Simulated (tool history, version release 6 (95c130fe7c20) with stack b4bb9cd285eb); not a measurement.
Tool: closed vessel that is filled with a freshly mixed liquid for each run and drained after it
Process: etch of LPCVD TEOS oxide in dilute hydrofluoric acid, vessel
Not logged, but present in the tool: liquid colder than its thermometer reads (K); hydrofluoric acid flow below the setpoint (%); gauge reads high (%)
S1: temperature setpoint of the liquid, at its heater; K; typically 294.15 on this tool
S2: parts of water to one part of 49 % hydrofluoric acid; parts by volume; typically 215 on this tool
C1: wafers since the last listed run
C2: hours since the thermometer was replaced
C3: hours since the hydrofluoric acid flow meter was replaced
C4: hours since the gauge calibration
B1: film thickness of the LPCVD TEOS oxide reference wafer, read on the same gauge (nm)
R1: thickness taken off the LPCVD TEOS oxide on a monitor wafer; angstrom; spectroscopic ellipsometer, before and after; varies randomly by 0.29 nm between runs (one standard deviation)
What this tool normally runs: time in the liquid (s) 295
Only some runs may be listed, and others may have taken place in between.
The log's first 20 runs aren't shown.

{"run": 21, "hour": 334.5, "S1": 296.15, "S2": 310, "time in the liquid (s)": 405, "C1": 727, "C2": 1906.2, "C3": 127.9, "C4": 401.2, "B1": 80, "R1": 259.6}
{"hour": 346.5, "done": "gauge calibrated"}
{"run": 22, "hour": 350.2, "S1": 294.15, "S2": 215, "time in the liquid (s)": 295, "C1": 1048, "C2": 1921.9, "C3": 143.6, "C4": 3.7, "B1": 79.99, "R1": 271.5}
{"hour": 351.5, "done": "thermometer replaced"}
{"run": 23, "hour": 358.3, "S1": 298.15, "S2": 135, "time in the liquid (s)": 155, "C1": 474, "C2": 6.8, "C3": 151.7, "C4": 11.8, "B1": 79.98, "R1": 319}
{"run": 24, "hour": 364.9, "S1": 298.15, "S2": 155, "time in the liquid (s)": 450, "C1": 440, "C2": 13.4, "C3": 158.3, "C4": 18.4, "B1": 79.96, "R1": 784.4}
{"run": 25, "hour": 381.9, "S1": 292.15, "S2": 215, "time in the liquid (s)": 355, "C1": 1135, "C2": 30.4, "C3": 175.3, "C4": 35.4, "B1": 80.03, "R1": 331.4}
{"run": 26, "hour": 395.2, "S1": 298.65, "S2": 315, "time in the liquid (s)": 180, "C1": 888, "C2": 43.7, "C3": 188.6, "C4": 48.7, "B1": 80.01, "R1": 132.6}
{"run": 27, "hour": 408.8, "S1": 295.65, "S2": 280, "time in the liquid (s)": 295, "C1": 908, "C2": 57.3, "C3": 202.2, "C4": 62.3, "B1": 80.02, "R1": 226.8}
{"run": 28, "hour": 423.5, "S1": 294.15, "S2": 215, "time in the liquid (s)": 295, "C1": 981, "C2": 72, "C3": 216.9, "C4": 77, "B1": 79.99, "R1": 299.1}
{"run": 29, "hour": 441.0, "S1": 299.15, "S2": 155, "time in the liquid (s)": 425, "C1": 1168, "C2": 89.5, "C3": 234.4, "C4": 94.5, "B1": 80.03, "R1": 771.6}
{"run": 30, "hour": 453.9, "S1": 294.15, "S2": 215, "time in the liquid (s)": 295, "C1": 861, "C2": 102.4, "C3": 247.3, "C4": 107.4, "B1": 80.03, "R1": 294.5}
{"run": 31, "hour": 496.6, "S1": 298.15, "S2": 215, "time in the liquid (s)": 140, "C1": 2851, "C2": 145.1, "C3": 290, "C4": 150.1, "B1": 79.99, "R1": 163.1}
{"run": 32, "hour": 504.3, "S1": 294.15, "S2": 215, "time in the liquid (s)": 365, "C1": 514, "C2": 152.8, "C3": 297.7, "C4": 157.8, "B1": 80.04, "R1": 366.7}

5 options for the next run, each taken on its own from the tool as it stands now. Forecast them:
{"run": "A", "hour": 505.0, "S1": 294.15, "S2": 215, "time in the liquid (s)": 295, "C1": 46, "C2": 153.5, "C3": 298.4, "C4": 158.5, "B1": "?", "R1": "?"}
{"run": "B", "hour": 505.0, "S1": 298.65, "S2": 155, "time in the liquid (s)": 130, "C1": 46, "C2": 153.5, "C3": 298.4, "C4": 158.5, "B1": "?", "R1": "?"}
{"run": "C", "hour": 505.0, "S1": 291.65, "S2": 170, "time in the liquid (s)": 195, "C1": 46, "C2": 153.5, "C3": 298.4, "C4": 158.5, "B1": "?", "R1": "?"}
{"run": "D", "hour": 505.0, "S1": 298.65, "S2": 170, "time in the liquid (s)": 140, "C1": 46, "C2": 153.5, "C3": 298.4, "C4": 158.5, "B1": "?", "R1": "?"}
{"run": "E", "hour": 505.0, "S1": 291.65, "S2": 215, "time in the liquid (s)": 385, "C1": 46, "C2": 153.5, "C3": 298.4, "C4": 158.5, "B1": "?", "R1": "?"}

run=A B1=79.94 R1=295.1
run=B B1=79.94 R1=228
run=C B1=79.94 R1=233.9
run=D B1=79.94 R1=220
run=E B1=79.94 R1=349.8
Without the tool's hidden state the same runs would have given:
run=A R1=297.2
run=B R1=229.6
run=C R1=235.7
run=D R1=221.6
run=E R1=352.4
